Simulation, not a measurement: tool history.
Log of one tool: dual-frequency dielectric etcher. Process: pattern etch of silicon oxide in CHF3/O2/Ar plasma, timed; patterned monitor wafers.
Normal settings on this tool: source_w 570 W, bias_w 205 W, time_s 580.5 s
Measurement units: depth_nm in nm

run,day,source_w,bias_w,time_s,"read-back reference wafer on the same gauge, depth_nm",depth_nm
1,0,650,205,656.5,1351.7,1453.7
2,0.65,650,205,656.5,1349.7,1469
3,0.942,650,205,656.5,1349.5,1453.9
4,1.296,570,205,495.5,1350.6,1022.1
5,1.779,570,205,672,1348.6,1398.3
6,2.183,570,205,672,1350,1396.4
7,2.758,570,205,672,1346.7,1403.4
8,3.162,460,226,580.5,1348.1,1096.2
# day 3.533: bias power generator calibrated
9,3.554,670,205,580.5,1348.9,1316.8
# day 3.688: gauge calibrated
10,3.921,570,205,580.5,1348.1,1218.1
# day 4.192: source power generator calibrated
11,4.65,570,190,523,1352.9,1075.3
# day 5.708: upper electrode replaced
# day 6.012: wet clean of the chamber
12,6.242,670,205,580.5,1348.2,1274
13,6.846,440,174,580.5,1350.3,939.8
14,7.108,620,205,743.5,1348.7,1567.1
15,7.667,460,205,580.5,1348.9,1016.1

Below are 5 alternative next runs, each starting from the tool's condition after run 15. Predict each:
A,7.692,570,230,580.5,?,?
B,7.692,610,182,580.5,?,?
C,7.692,680,205,580.5,?,?
D,7.692,700,167,520.5,?,?
E,7.692,570,235,735.5,?,?

run,"read-back reference wafer on the same gauge, depth_nm",depth_nm
A,1349.8,1209
B,1349.8,1162
C,1349.8,1281.7
D,1349.8,1092.9
E,1349.8,1543.1
Without the tool's hidden state the same runs would have given:
run,depth_nm
A,1196.1
B,1149.7
C,1268
D,1081.3
E,1526.7
